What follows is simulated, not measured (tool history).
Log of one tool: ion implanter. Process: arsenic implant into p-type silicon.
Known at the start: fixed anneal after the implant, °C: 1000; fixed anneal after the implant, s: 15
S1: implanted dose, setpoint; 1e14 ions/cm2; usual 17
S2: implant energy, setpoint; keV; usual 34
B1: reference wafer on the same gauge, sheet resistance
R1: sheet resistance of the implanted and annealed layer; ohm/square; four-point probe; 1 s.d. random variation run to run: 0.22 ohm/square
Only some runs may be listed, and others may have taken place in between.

run	hour	S1	S2	B1	R1
1	0	17	34	82.31	91.55
2	56.4	17	34	82.33	91.68
3	97	17	34	82.27	91.09
# hour 106.4: gauge calibrated
4	141.7	17	34	82.32	91.45
5	192.3	17	34	82.27	91.01
6	259.4	17	42	82.24	83.9
7	311.1	17	42	82.3	84.14
8	373.7	17	34	82.37	90.66
9	430.4	17	34	82.29	91.24
# hour 459: extraction supply calibrated
10	480.2	17	34	82.3	91.03
11	537	17	34	82.32	90.95
12	582.2	17	34	82.33	91
# hour 613.4: Faraday cup replaced and dose calibrated
13	630.7	17	34	82.22	91.92
14	685	17	34	82.29	91.92
# hour 735.4: gauge calibrated
15	787	12.74	43	82.29	94.76
16	819.5	17	34	82.26	91.79
17	843.5	18.92	41.5	82.35	81.95
18	868.2	19.62	25	82.24	101.06
19	908.8	20.61	44.5	82.31	77.82
20	946.1	17	46	82.21	81.73
21	1006.4	15.11	34	82.28	94.58
22	1063	17	31	82.33	94.77

4 options for the next run, each taken on its own from the tool as it stands now. Forecast them:
A	1063.4	17	34	?	?
B	1063.4	21.17	45	?	?
C	1063.4	12.62	41	?	?
D	1063.4	18.94	27	?	?

run	B1	R1
A	82.32	90.83
B	82.32	76.34
C	82.32	95.29
D	82.32	97.74
Without the tool's unlogged condition, the same runs would have read:
run	R1
A	91.6
B	76.97
C	96.74
D	98.3
